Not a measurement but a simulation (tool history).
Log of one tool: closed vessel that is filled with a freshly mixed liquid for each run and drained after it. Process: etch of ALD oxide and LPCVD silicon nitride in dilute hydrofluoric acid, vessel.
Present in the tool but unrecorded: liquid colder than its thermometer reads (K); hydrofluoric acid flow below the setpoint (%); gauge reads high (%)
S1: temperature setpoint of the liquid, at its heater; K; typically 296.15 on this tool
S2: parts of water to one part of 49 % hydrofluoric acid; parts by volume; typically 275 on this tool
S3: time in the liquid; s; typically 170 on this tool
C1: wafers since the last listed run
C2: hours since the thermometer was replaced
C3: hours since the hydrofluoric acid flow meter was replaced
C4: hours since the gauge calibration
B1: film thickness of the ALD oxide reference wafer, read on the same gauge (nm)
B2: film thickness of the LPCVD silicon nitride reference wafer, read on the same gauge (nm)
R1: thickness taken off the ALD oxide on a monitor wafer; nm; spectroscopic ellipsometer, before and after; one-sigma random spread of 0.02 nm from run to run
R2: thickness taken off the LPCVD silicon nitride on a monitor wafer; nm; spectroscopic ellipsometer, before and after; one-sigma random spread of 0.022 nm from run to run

run	hour	S1	S2	S3	C1	C2	C3	C4	B1	B2	R1	R2
1	0.0	296.15	275	170	0	1145.0	1248.7	77.1	150.02	69.995	4.94	0.211
2	24.2	296.15	275	170	1722	1169.2	1272.9	101.3	149.99	69.966	4.90	0.224
3	53.6	296.15	275	170	2092	1198.6	1302.3	130.7	149.97	69.960	4.88	0.214
4	82.6	293.15	275	170	2064	1227.6	1331.3	159.7	150.01	70.051	4.38	0.161
5	98.8	293.15	275	170	1153	1243.8	1347.5	175.9	150.02	70.039	4.36	0.182
6	121.2	293.15	275	170	1594	1266.2	1369.9	198.3	150.01	69.996	4.34	0.176
7	142.1	296.15	315	110	1487	1287.1	1390.8	219.2	149.96	69.987	2.62	0.112
# hour 144.1: thermometer replaced
8	170.8	296.15	245	170	1971	26.7	1419.5	247.9	150.02	70.009	5.92	0.306
9	194.3	296.15	245	170	1672	50.2	1443.0	271.4	150.02	70.041	5.90	0.297
10	223.5	296.15	275	170	2078	79.4	1472.2	300.6	149.98	70.011	5.09	0.244
11	238.9	296.15	275	170	1096	94.8	1487.6	316.0	150.01	70.008	5.08	0.250
12	266.0	296.15	275	130	1929	121.9	1514.7	343.1	150.02	70.000	3.85	0.176
13	300.6	299.65	350	120	2463	156.5	1549.3	377.7	149.98	70.004	2.88	0.157
14	335.0	291.15	275	170	2448	190.9	1583.7	412.1	150.00	69.975	4.15	0.164
# hour 338.0: gauge calibrated
# hour 363.2: hydrofluoric acid flow meter replaced
15	363.7	293.15	275	170	1971	219.6	0.5	25.7	149.95	70.020	5.06	0.190
16	381.8	293.15	155	70	1288	237.7	18.6	43.8	149.98	69.967	4.16	0.151
17	408.9	296.15	275	260	1929	264.8	45.7	70.9	150.03	69.954	8.59	0.399
18	425.1	297.65	350	245	1153	281.0	61.9	87.1	149.96	69.965	6.21	0.270
19	456.7	296.15	275	195	2249	312.6	93.5	118.7	150.02	69.972	6.39	0.294
20	472.5	296.15	275	170	1124	328.4	109.3	134.5	149.99	69.971	5.59	0.293

A few steps of R1 between consecutive runs. Split each: what settings, incoming material and random variation would produce without the hidden state, and what is left over for the hidden state, along with gauge scatter present in only one of the two compared results (measured, and without hidden state):
Run 6 -> 7: S1 293.15 -> 296.15, S2 275 -> 315, S3 170 -> 110. R1 -1.72 nm: hidden state +0.34, all else -2.06.
Run 7 -> 8: S2 315 -> 245, S3 110 -> 170, thermometer replaced. R1 +3.30 nm: hidden state -0.27, all else +3.57.
Run 14 -> 15: S1 291.15 -> 293.15, gauge calibrated, hydrofluoric acid flow meter replaced. R1 +0.91 nm: hidden state +0.52, all else +0.39.
Run 16 -> 17: S1 293.15 -> 296.15, S2 155 -> 275, S3 70 -> 260. R1 +4.43 nm: hidden state -0.16, all else +4.59.
